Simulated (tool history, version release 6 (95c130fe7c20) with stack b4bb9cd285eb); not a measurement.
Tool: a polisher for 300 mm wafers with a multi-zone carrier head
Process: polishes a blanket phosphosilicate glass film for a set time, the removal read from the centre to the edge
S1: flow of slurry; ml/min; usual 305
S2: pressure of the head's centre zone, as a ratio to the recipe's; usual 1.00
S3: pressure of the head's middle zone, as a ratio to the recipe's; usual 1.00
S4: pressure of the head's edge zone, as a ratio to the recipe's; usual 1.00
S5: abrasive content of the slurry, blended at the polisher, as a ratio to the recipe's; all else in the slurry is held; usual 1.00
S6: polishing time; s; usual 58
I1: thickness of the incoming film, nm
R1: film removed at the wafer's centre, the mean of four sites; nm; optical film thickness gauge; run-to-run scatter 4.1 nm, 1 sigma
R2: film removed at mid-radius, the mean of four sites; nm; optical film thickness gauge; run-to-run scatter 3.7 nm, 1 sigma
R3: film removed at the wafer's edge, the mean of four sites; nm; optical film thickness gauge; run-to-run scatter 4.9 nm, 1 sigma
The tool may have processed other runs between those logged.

run	day	S1	S2	S3	S4	S5	S6	I1	R1	R2	R3
1	0.000	305	1.00	1.00	1.00	1.10	58	4044.3	346.3	341.3	349.9
2	0.388	305	1.00	1.00	1.00	1.00	58	4154.7	337.5	328.7	333.3
3	1.029	305	1.00	1.00	1.00	1.00	58	4161.8	335.9	326.1	320.3
# day 2.338: worn pad replaced by a new one
4	3.058	305	1.00	1.00	1.00	1.00	58	4172.2	342.6	335.7	338.6
5	3.479	305	1.00	1.00	1.00	1.00	58	4111.5	339.1	332.8	338.7
6	4.117	305	1.00	1.00	1.00	1.00	58	4093.7	340.0	326.9	329.6
7	4.804	305	1.00	1.00	1.00	1.00	58	4100.8	334.0	333.5	330.3
8	5.279	305	1.00	1.00	1.00	1.00	58	4080.6	327.4	321.4	321.8
9	5.921	305	1.00	1.00	1.00	1.00	58	4077.8	333.8	326.2	328.9
# day 6.508: worn pad replaced by a new one
10	6.612	305	1.00	1.00	1.00	1.00	58	4128.2	354.3	343.4	342.5
11	7.300	305	1.00	1.00	1.00	1.00	58	4180.9	346.5	342.7	340.7
# day 7.621: edge zone pressure recalibrated
# day 7.896: carrier head's membrane replaced by a new one
12	7.958	305	1.00	1.00	1.00	1.00	58	4079.7	338.8	332.9	331.0
13	8.467	305	1.00	1.07	1.06	0.75	58	4145.0	301.9	300.7	296.6
14	8.788	230	1.00	0.92	1.10	1.20	58	4120.3	347.6	320.7	365.5
# day 9.412: centre zone pressure recalibrated
15	9.529	305	0.92	0.94	1.00	1.00	58	4087.6	309.0	313.4	326.0
16	9.842	305	1.00	1.07	1.06	0.75	58	4149.1	292.1	295.5	297.0
# day 10.321: slurry nozzle cleaned
17	10.371	305	1.00	1.00	1.00	1.00	58	4128.2	328.5	329.5	324.6
# day 10.683: worn pad replaced by a new one
18	11.075	305	1.00	1.07	1.06	0.75	58	4131.5	302.5	315.9	310.3
19	11.417	305	1.00	1.00	1.00	0.75	58	4207.9	304.0	292.5	299.6
20	11.721	305	1.04	1.00	1.04	1.00	58	4146.0	358.3	337.5	347.5
21	12.279	305	1.09	1.00	0.93	1.30	58	4140.9	402.3	363.7	359.2
22	12.954	200	1.00	1.00	1.00	1.20	49	4141.2	300.1	285.0	301.4
23	13.546	360	1.00	1.05	0.89	1.00	58	4117.7	334.0	348.4	312.4

Selected run-to-run steps in R1, each split into two signed amounts: the part the tool would show with no hidden state at all (from settings, incoming material and random variation), and the remainder, which goes to the hidden state together with any gauge scatter not common to the measured and the hidden-state-free results:
Unlogged tool condition in this case: removal rate lost through wear of the pad, %; slurry flow missing at the pad, %; deviation of the centre zone's pressure from its setpoint, %; deviation of the edge zone's pressure from its setpoint, %.
Run 9 -> 10: worn pad replaced by a new one. R1 +20.5 nm: hidden state +23.1, all else -2.6.
Run 17 -> 18: S3 1.00 -> 1.07, S4 1.00 -> 1.06, S5 1.00 -> 0.75, worn pad replaced by a new one. R1 -26.0 nm: hidden state +18.6, all else -44.6.
Run 19 -> 20: S2 1.00 -> 1.04, S4 1.00 -> 1.04, S5 0.75 -> 1.00. R1 +54.3 nm: hidden state -4.8, all else +59.1.
Run 21 -> 22: S1 305 -> 200, S2 1.09 -> 1.00, S4 0.93 -> 1.00, S5 1.30 -> 1.20, S6 58 -> 49. R1 -102.2 nm: hidden state +2.4, all else -104.6.
